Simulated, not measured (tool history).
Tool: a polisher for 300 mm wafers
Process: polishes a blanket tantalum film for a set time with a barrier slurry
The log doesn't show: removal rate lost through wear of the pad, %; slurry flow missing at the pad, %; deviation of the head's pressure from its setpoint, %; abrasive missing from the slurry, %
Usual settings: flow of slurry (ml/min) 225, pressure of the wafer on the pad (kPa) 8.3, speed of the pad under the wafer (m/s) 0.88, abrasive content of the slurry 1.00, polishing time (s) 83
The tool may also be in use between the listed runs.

| run | day | flow of slurry (ml/min) | pressure of the wafer on the pad (kPa) | speed of the pad under the wafer (m/s) | abrasive content of the slurry | polishing time (s) | wafers since the last listed run | wafers polished on this pad | hours since the slurry nozzle was cleaned | hours since the head pressure was calibrated | hours since the slurry blender was calibrated | incoming thickness of the incoming film, nm | film removed (Å) |
|---|---|---|---|---|---|---|---|---|---|---|---|---|---|
| 1 | 0.000 | 225 | 8.3 | 0.88 | 1.00 | 83 | 0 | 403 | 536.5 | 12.8 | 113.4 | 360.9 | 903 |
| 2 | 0.525 | 225 | 8.3 | 0.74 | 1.00 | 83 | 90 | 493 | 549.1 | 25.4 | 126.0 | 360.6 | 816 |
| 3 | 2.429 | 225 | 8.3 | 0.74 | 1.00 | 83 | 328 | 821 | 594.8 | 71.1 | 171.7 | 363.5 | 867 |
|  | 3.071 | slurry blender recalibrated |
| 4 | 3.154 | 225 | 8.3 | 0.88 | 1.00 | 83 | 110 | 932 | 612.2 | 88.5 | 2.0 | 356.1 | 978 |
| 5 | 3.729 | 225 | 8.3 | 0.88 | 1.00 | 83 | 99 | 1031 | 626.0 | 102.3 | 15.8 | 358.7 | 969 |
| 6 | 4.058 | 225 | 8.3 | 1.06 | 1.00 | 83 | 56 | 1088 | 633.9 | 110.2 | 23.7 | 362.2 | 1081 |
| 7 | 4.596 | 225 | 8.3 | 1.06 | 1.00 | 83 | 92 | 1180 | 646.8 | 123.1 | 36.6 | 357.0 | 1104 |
| 8 | 5.033 | 225 | 8.3 | 0.88 | 1.25 | 83 | 75 | 1256 | 657.3 | 133.6 | 47.1 | 361.5 | 1040 |
|  | 5.242 | worn pad replaced by a new one |
| 9 | 5.638 | 225 | 8.3 | 0.88 | 1.25 | 83 | 75 | 68 | 671.8 | 148.1 | 61.6 | 358.0 | 1041 |
| 10 | 6.271 | 225 | 8.3 | 1.06 | 1.00 | 83 | 109 | 177 | 687.0 | 163.3 | 76.8 | 364.1 | 1105 |
| 11 | 6.567 | 160 | 8.3 | 0.88 | 1.00 | 83 | 50 | 228 | 694.1 | 170.4 | 83.9 | 357.8 | 941 |
| 12 | 7.121 | 160 | 8.3 | 0.72 | 1.00 | 56 | 95 | 323 | 707.4 | 183.7 | 97.2 | 364.9 | 554 |
| 13 | 7.379 | 225 | 8.3 | 0.88 | 1.00 | 109 | 44 | 368 | 713.6 | 189.9 | 103.4 | 357.4 | 1322 |
|  | 7.421 | slurry nozzle cleaned |
| 14 | 7.671 | 225 | 8.3 | 0.88 | 1.25 | 104 | 43 | 411 | 6.0 | 196.9 | 110.4 | 360.2 | 1318 |
| 15 | 8.125 | 225 | 8.3 | 0.66 | 0.75 | 83 | 78 | 489 | 16.9 | 207.8 | 121.3 | 359.8 | 762 |
| 16 | 8.567 | 225 | 8.3 | 0.88 | 1.00 | 101 | 76 | 565 | 27.5 | 218.4 | 131.9 | 361.9 | 1235 |
| 17 | 9.171 | 225 | 8.3 | 0.88 | 0.90 | 83 | 104 | 669 | 42.0 | 232.9 | 146.4 | 360.6 | 967 |
| 18 | 9.858 | 225 | 8.3 | 0.88 | 1.00 | 83 | 118 | 788 | 58.5 | 249.4 | 162.9 | 354.4 | 981 |
| 19 | 10.308 | 225 | 8.3 | 0.88 | 1.00 | 83 | 77 | 865 | 69.3 | 260.2 | 173.7 | 361.3 | 999 |
| 20 | 10.975 | 225 | 8.3 | 0.88 | 1.00 | 83 | 114 | 980 | 85.3 | 276.2 | 189.7 | 364.3 | 997 |
|  | 11.204 | head pressure recalibrated |
|  | 11.421 | slurry blender recalibrated |
| 21 | 11.625 | 225 | 8.3 | 0.88 | 1.00 | 83 | 83 | 1064 | 100.9 | 10.1 | 4.9 | 357.8 | 889 |
|  | 12.121 | worn pad replaced by a new one |
| 22 | 12.242 | 225 | 9.0 | 1.04 | 1.20 | 97 | 77 | 20 | 115.7 | 24.9 | 19.7 | 362.2 | 1353 |
| 23 | 13.400 | 225 | 8.3 | 0.88 | 1.00 | 83 | 199 | 220 | 143.5 | 52.7 | 47.5 | 359.1 | 941 |
| 24 | 13.808 | 270 | 8.3 | 0.70 | 0.90 | 83 | 70 | 290 | 153.3 | 62.5 | 57.3 | 359.1 | 806 |
| 25 | 14.367 | 225 | 8.3 | 0.70 | 1.10 | 83 | 96 | 386 | 166.7 | 75.9 | 70.7 | 359.2 | 844 |
| 26 | 14.942 | 200 | 10.3 | 0.88 | 1.00 | 83 | 99 | 486 | 180.5 | 89.7 | 84.5 | 365.3 | 1160 |
| 27 | 15.358 | 225 | 8.3 | 1.14 | 1.00 | 83 | 71 | 557 | 190.5 | 99.7 | 94.5 | 358.6 | 1133 |
| 28 | 15.621 | 270 | 8.3 | 0.88 | 1.00 | 83 | 45 | 603 | 196.8 | 106.0 | 100.8 | 354.3 | 975 |
| 29 | 16.067 | 225 | 8.3 | 0.88 | 1.00 | 109 | 76 | 679 | 207.5 | 116.7 | 111.5 | 359.0 | 1248 |
| 30 | 16.667 | 225 | 8.3 | 0.88 | 1.00 | 83 | 103 | 783 | 221.9 | 131.1 | 125.9 | 361.7 | 953 |

The same runs without the tool's hidden state, with the same run-to-run variation:
| run | film removed (Å) |
|---|---|
| 1 | 891 |
| 2 | 795 |
| 3 | 817 |
| 4 | 913 |
| 5 | 900 |
| 6 | 1000 |
| 7 | 1016 |
| 8 | 954 |
| 9 | 951 |
| 10 | 1006 |
| 11 | 855 |
| 12 | 502 |
| 13 | 1197 |
| 14 | 1192 |
| 15 | 688 |
| 16 | 1113 |
| 17 | 870 |
| 18 | 882 |
| 19 | 896 |
| 20 | 894 |
| 21 | 893 |
| 22 | 1338 |
| 23 | 910 |
| 24 | 774 |
| 25 | 804 |
| 26 | 1098 |
| 27 | 1067 |
| 28 | 916 |
| 29 | 1167 |
| 30 | 887 |
